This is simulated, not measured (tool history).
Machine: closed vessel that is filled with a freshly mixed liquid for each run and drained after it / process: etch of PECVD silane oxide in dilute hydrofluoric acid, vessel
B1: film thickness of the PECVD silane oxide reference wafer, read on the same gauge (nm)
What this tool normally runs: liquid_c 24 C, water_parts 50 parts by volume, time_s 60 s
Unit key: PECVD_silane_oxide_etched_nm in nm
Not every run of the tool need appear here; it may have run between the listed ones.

run 1 day=0 | liquid_c=24 water_parts=50 time_s=60 | B1=149.99 | PECVD_silane_oxide_etched_nm=26.1
run 2 day=0.621 | liquid_c=24 water_parts=50 time_s=60 | B1=150 | PECVD_silane_oxide_etched_nm=26.06
-- day=0.783 gauge calibrated
run 3 day=1 | liquid_c=24 water_parts=50 time_s=60 | B1=150 | PECVD_silane_oxide_etched_nm=26.22
run 4 day=1.417 | liquid_c=24 water_parts=50 time_s=60 | B1=149.99 | PECVD_silane_oxide_etched_nm=26.32
run 5 day=1.671 | liquid_c=24 water_parts=50 time_s=60 | B1=149.99 | PECVD_silane_oxide_etched_nm=26.12
run 6 day=2.117 | liquid_c=24 water_parts=50 time_s=60 | B1=150.03 | PECVD_silane_oxide_etched_nm=26.25
run 7 day=2.825 | liquid_c=24 water_parts=50 time_s=60 | B1=150.01 | PECVD_silane_oxide_etched_nm=26.52
run 8 day=3.375 | liquid_c=24 water_parts=50 time_s=60 | B1=150.02 | PECVD_silane_oxide_etched_nm=26.55
run 9 day=3.717 | liquid_c=24 water_parts=50 time_s=60 | B1=150.01 | PECVD_silane_oxide_etched_nm=26.6
run 10 day=4.138 | liquid_c=24 water_parts=50 time_s=60 | B1=150 | PECVD_silane_oxide_etched_nm=26.43
run 11 day=5.188 | liquid_c=25.5 water_parts=50 time_s=60 | B1=149.99 | PECVD_silane_oxide_etched_nm=28.27
run 12 day=5.717 | liquid_c=25.5 water_parts=50 time_s=60 | B1=149.99 | PECVD_silane_oxide_etched_nm=28.54
run 13 day=6.275 | liquid_c=25.5 water_parts=50 time_s=60 | B1=149.98 | PECVD_silane_oxide_etched_nm=28.24
run 14 day=6.742 | liquid_c=22 water_parts=50 time_s=60 | B1=150.02 | PECVD_silane_oxide_etched_nm=24.57
run 15 day=7.304 | liquid_c=24 water_parts=50 time_s=60 | B1=150 | PECVD_silane_oxide_etched_nm=27.09
-- day=7.55 thermometer replaced
run 16 day=7.704 | liquid_c=21 water_parts=65 time_s=60 | B1=149.98 | PECVD_silane_oxide_etched_nm=16.48
run 17 day=8.417 | liquid_c=24 water_parts=50 time_s=40 | B1=150.02 | PECVD_silane_oxide_etched_nm=16.45
run 18 day=9.092 | liquid_c=24 water_parts=50 time_s=60 | B1=150.03 | PECVD_silane_oxide_etched_nm=24.71
run 19 day=9.596 | liquid_c=19 water_parts=75 time_s=60 | B1=150.01 | PECVD_silane_oxide_etched_nm=13.05
run 20 day=10.004 | liquid_c=24 water_parts=50 time_s=60 | B1=149.97 | PECVD_silane_oxide_etched_nm=25.06
run 21 day=10.629 | liquid_c=26.5 water_parts=50 time_s=60 | B1=150.01 | PECVD_silane_oxide_etched_nm=27.57
run 22 day=10.954 | liquid_c=27.5 water_parts=50 time_s=40 | B1=149.98 | PECVD_silane_oxide_etched_nm=19.39
run 23 day=11.283 | liquid_c=27.5 water_parts=50 time_s=85 | B1=150 | PECVD_silane_oxide_etched_nm=40.54
-- day=11.442 gauge calibrated
-- day=11.938 hydrofluoric acid flow meter replaced
run 24 day=11.958 | liquid_c=24 water_parts=55 time_s=90 | B1=149.99 | PECVD_silane_oxide_etched_nm=30.61
run 25 day=12.392 | liquid_c=19.5 water_parts=50 time_s=40 | B1=150.02 | PECVD_silane_oxide_etched_nm=12.6
run 26 day=14.062 | liquid_c=28 water_parts=60 time_s=45 | B1=150.02 | PECVD_silane_oxide_etched_nm=16.73
run 27 day=14.354 | liquid_c=24 water_parts=50 time_s=30 | B1=150.03 | PECVD_silane_oxide_etched_nm=11.57
run 28 day=14.683 | liquid_c=22 water_parts=50 time_s=60 | B1=149.99 | PECVD_silane_oxide_etched_nm=21.27
run 29 day=15.358 | liquid_c=26.5 water_parts=60 time_s=80 | B1=149.99 | PECVD_silane_oxide_etched_nm=28.32
run 30 day=16.079 | liquid_c=24 water_parts=50 time_s=60 | B1=150.01 | PECVD_silane_oxide_etched_nm=23.32
run 31 day=16.771 | liquid_c=24 water_parts=50 time_s=60 | B1=149.99 | PECVD_silane_oxide_etched_nm=23.17

A few steps of PECVD_silane_oxide_etched_nm between consecutive runs. Split each: what settings, incoming material and random variation would produce without the hidden state, and what is left over for the hidden state, along with gauge scatter present in only one of the two compared results (measured, and without hidden state):
Unlogged tool condition in this case: liquid hotter than its thermometer reads (K); hydrofluoric acid flow above the setpoint (%); gauge reads high (%).
Run 15 -> 16: liquid_c 24 -> 21, water_parts 50 -> 65, thermometer replaced. PECVD_silane_oxide_etched_nm -10.61 nm: hidden state -3.11, all else -7.5.
Run 19 -> 20: liquid_c 19 -> 24, water_parts 75 -> 50. PECVD_silane_oxide_etched_nm +12.01 nm: hidden state +1.36, all else +10.65.
Run 22 -> 23: time_s 40 -> 85. PECVD_silane_oxide_etched_nm +21.15 nm: hidden state +2.54, all else +18.61.
Run 23 -> 24: liquid_c 27.5 -> 24, water_parts 50 -> 55, time_s 85 -> 90, gauge calibrated, hydrofluoric acid flow meter replaced. PECVD_silane_oxide_etched_nm -9.93 nm: hidden state -3.69, all else -6.24.
Run 24 -> 25: liquid_c 24 -> 19.5, water_parts 55 -> 50, time_s 90 -> 40. PECVD_silane_oxide_etched_nm -18.01 nm: hidden state -0.63, all else -17.38.

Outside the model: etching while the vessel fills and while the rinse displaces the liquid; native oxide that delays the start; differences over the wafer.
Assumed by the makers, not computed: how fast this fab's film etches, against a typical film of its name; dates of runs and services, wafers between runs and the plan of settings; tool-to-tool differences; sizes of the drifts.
